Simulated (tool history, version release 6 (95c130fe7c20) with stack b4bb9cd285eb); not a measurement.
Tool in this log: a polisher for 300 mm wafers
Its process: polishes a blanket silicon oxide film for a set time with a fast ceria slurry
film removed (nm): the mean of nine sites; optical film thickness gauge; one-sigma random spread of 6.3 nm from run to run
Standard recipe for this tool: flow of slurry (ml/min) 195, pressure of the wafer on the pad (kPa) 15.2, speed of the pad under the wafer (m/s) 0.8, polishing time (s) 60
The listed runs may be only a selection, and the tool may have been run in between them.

| run | day | flow of slurry (ml/min) | pressure of the wafer on the pad (kPa) | speed of the pad under the wafer (m/s) | polishing time (s) | wafers since the last listed run | wafers polished on this pad | hours since the slurry nozzle was cleaned | hours since the head pressure was calibrated | incoming thickness of the incoming film, nm | film removed (nm) |
|---|---|---|---|---|---|---|---|---|---|---|---|
| 1 | 0 | 195 | 15.2 | 0.8 | 53 | 0 | 298 | 381.9 | 281.8 | 2010.6 | 542.9 |
|  | 2.812 | slurry nozzle cleaned |
| 2 | 9.071 | 195 | 15.2 | 0.8 | 53 | 1648 | 1947 | 150.2 | 499.5 | 1987.7 | 513.2 |
| 3 | 12.171 | 195 | 15.2 | 0.8 | 53 | 565 | 2513 | 224.6 | 573.9 | 1990.8 | 502.1 |
| 4 | 13.762 | 195 | 15.2 | 0.8 | 60 | 290 | 2803 | 262.8 | 612.1 | 2021.7 | 567.8 |
| 5 | 15.821 | 195 | 15.2 | 0.8 | 60 | 375 | 3179 | 312.2 | 661.5 | 2027.6 | 562.3 |
| 6 | 18.417 | 195 | 15.2 | 0.8 | 60 | 473 | 3653 | 374.5 | 723.8 | 1965.5 | 540.5 |
|  | 21.408 | worn pad replaced by a new one |
|  | 27.283 | slurry nozzle cleaned |
| 7 | 30.533 | 195 | 15.2 | 0.8 | 60 | 2174 | 1658 | 78 | 1014.6 | 1973.8 | 583.9 |
| 8 | 32.979 | 195 | 15.2 | 0.8 | 60 | 446 | 2105 | 136.7 | 1073.3 | 1997.6 | 586.8 |
| 9 | 36.412 | 195 | 15.2 | 0.8 | 55 | 626 | 2731 | 219.1 | 1155.7 | 1975.5 | 524 |
| 10 | 39.096 | 195 | 15.2 | 0.8 | 55 | 489 | 3221 | 283.5 | 1220.1 | 1998.2 | 514.7 |
|  | 39.904 | head pressure recalibrated |
| 11 | 42.367 | 195 | 15.2 | 0.8 | 60 | 581 | 3803 | 362 | 59.1 | 1969.3 | 553.9 |
| 12 | 44.362 | 195 | 15.2 | 0.8 | 60 | 364 | 4168 | 409.9 | 107 | 2007.9 | 537.3 |
|  | 46.004 | worn pad replaced by a new one |
|  | 46.025 | slurry nozzle cleaned |
| 13 | 47.475 | 195 | 15.2 | 0.8 | 48 | 533 | 264 | 34.8 | 181.7 | 1988.7 | 482.8 |
| 14 | 50.588 | 195 | 15.2 | 0.8 | 48 | 568 | 832 | 109.5 | 256.4 | 1987.4 | 474.9 |
| 15 | 53.079 | 195 | 15.2 | 0.8 | 60 | 454 | 1287 | 169.3 | 316.2 | 2032.3 | 590.9 |
| 16 | 54.783 | 195 | 15.2 | 0.8 | 60 | 311 | 1598 | 210.2 | 357.1 | 2003.4 | 592.2 |
| 17 | 56.342 | 195 | 15.2 | 0.8 | 60 | 284 | 1883 | 247.6 | 394.5 | 1963.5 | 576.7 |
| 18 | 60.688 | 195 | 17.9 | 0.6 | 53 | 793 | 2676 | 351.9 | 498.8 | 1982 | 503 |
| 19 | 62.508 | 215 | 12.4 | 0.8 | 44 | 332 | 3008 | 395.6 | 542.5 | 2023.4 | 349.9 |
| 20 | 65.054 | 195 | 16.5 | 0.68 | 60 | 464 | 3473 | 456.7 | 603.6 | 2008.8 | 552.6 |

What will run 21 give?
|  | 65.575 | slurry nozzle cleaned |
|  | 65.833 | worn pad replaced by a new one, of another model than before |
| 21 | 71.862 | 195 | 15.2 | 0.8 | 60 | 1204 | 1100 | 150.9 | 767 | 2014.4 | ? |

Run 21 measured film removed (nm) 594.8.
Minus the tool's unlogged condition, the same run would have read film removed (nm) 615.9.

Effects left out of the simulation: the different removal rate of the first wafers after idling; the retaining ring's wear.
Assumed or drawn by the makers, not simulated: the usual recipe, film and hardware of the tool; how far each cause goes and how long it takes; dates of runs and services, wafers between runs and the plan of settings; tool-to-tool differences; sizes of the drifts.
